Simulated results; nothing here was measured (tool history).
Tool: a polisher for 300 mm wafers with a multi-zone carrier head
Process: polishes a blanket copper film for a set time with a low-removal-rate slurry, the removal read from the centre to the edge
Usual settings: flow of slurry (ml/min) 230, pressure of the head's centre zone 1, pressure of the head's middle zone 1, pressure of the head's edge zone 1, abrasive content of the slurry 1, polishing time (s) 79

run   hour  flow of slurry (ml/min)  pressure of the head's centre zone  pressure of the head's middle zone  pressure of the head's edge zone  abrasive content of the slurry  polishing time (s)  incoming thickness of the incoming film, nm  film removed at the wafer's centre (angstrom)  film removed at mid-radius (angstrom)  film removed at the wafer's edge (angstrom)
  1      0                      230                                   1                                   1                              1.03                               1                  79                                        798.9                                           1998                                   1962                                         1961
         7  -- centre zone pressure recalibrated
  2   15.3                      230                                   1                                   1                              1.03                               1                  79                                        813.9                                           1943                                   1919                                         1926
  3   22.2                      230                                   1                                   1                                 1                               1                  79                                        798.3                                           1953                                   1947                                         1891
      30.2  -- slurry nozzle cleaned
  4   31.8                      230                                   1                                   1                                 1                               1                  79                                        794.4                                           2051                                   1994                                         1939
      41.4  -- worn pad replaced by a new one
  5   41.9                      230                                   1                                   1                                 1                               1                  79                                        798.2                                           2160                                   2154                                         2068
  6   47.5                      230                                   1                                1.05                                 1                             0.8                  79                                        813.4                                           2037                                   2045                                         1937
  7   63.4                      230                                   1                                   1                                 1                             1.1                  94                                        801.9                                           2634                                   2534                                         2509
  8   71.5                      230                                1.03                                   1                              0.95                             1.2                  96                                        803.8                                           2804                                   2636                                         2534
  9     82                      230                                   1                                   1                                 1                               1                  79                                        801.3                                           2098                                   2083                                         2022
 10   89.3                      230                                   1                                   1                                 1                               1                  79                                        810.1                                           2100                                   2064                                         2005
 11   95.8                      230                                   1                                   1                                 1                            1.25                 105                                        807.7                                           2913                                   2853                                         2806
 12  113.4                      205                                   1                                   1                                 1                            1.25                 104                                        809.2                                           2832                                   2804                                         2735
 13    121                      230                                0.95                                0.91                              1.06                               1                  99                                        804.8                                           2441                                   2318                                         2518
 14  132.1                      230                                1.03                                   1                                 1                               1                  79                                        800.7                                           2054                                   2022                                         1938
     138.9  -- worn pad replaced by a new one
 15  143.3                      230                                   1                                   1                                 1                               1                  79                                        785.5                                           2163                                   2126                                         2056
 16  153.3                      230                                   1                                   1                                 1                               1                  79                                        793.3                                           2174                                   2095                                         2042
 17  162.1                      230                                   1                                1.06                                 1                               1                  79                                        794.5                                           2176                                   2195                                         2035
 18  173.2                      230                                   1                                1.08                              0.94                               1                  79                                        786.3                                           2102                                   2181                                         1936
 19  179.8                      230                                   1                                   1                                 1                             0.8                  79                                        786.6                                           2013                                   1946                                         1885
 20  189.7                      155                                   1                                   1                              0.91                               1                 100                                        804.1                                           2504                                   2490                                         2306
 21  198.3                      230                                   1                                0.97                                 1                             1.2                  79                                          800                                           2172                                   2087                                         2060
 22  215.5                      230                                   1                                   1                                 1                               1                  79                                        798.6                                           2044                                   2026                                         1938
 23  230.3                      230                                1.09                                   1                              0.93                            1.15                  79                                        791.4                                           2299                                   2033                                         1941

3 ways to go on from here, each from the tool as it stands after run 23. What would each give?
  A  230.7                      230                                0.96                                   1                                 1                               1                  79                                        796.9                                              ?                                      ?                                            ?
  B  230.7                      230                                   1                                   1                                 1                               1                  87                                        796.9                                              ?                                      ?                                            ?
  C  230.7                      230                                   1                                   1                              0.91                               1                  79                                        796.9                                              ?                                      ?                                            ?

run  film removed at the wafer's centre (angstrom)  film removed at mid-radius (angstrom)  film removed at the wafer's edge (angstrom)
  A                                           1903                                   1987                                         1923
  B                                           2184                                   2188                                         2117
  C                                           1983                                   1987                                         1839
Without the tool's hidden state the same runs would have given:
run  film removed at the wafer's centre (angstrom)  film removed at mid-radius (angstrom)  film removed at the wafer's edge (angstrom)
  A                                           2070                                   2159                                         2082
  B                                           2376                                   2377                                         2293
  C                                           2157                                   2158                                         1992

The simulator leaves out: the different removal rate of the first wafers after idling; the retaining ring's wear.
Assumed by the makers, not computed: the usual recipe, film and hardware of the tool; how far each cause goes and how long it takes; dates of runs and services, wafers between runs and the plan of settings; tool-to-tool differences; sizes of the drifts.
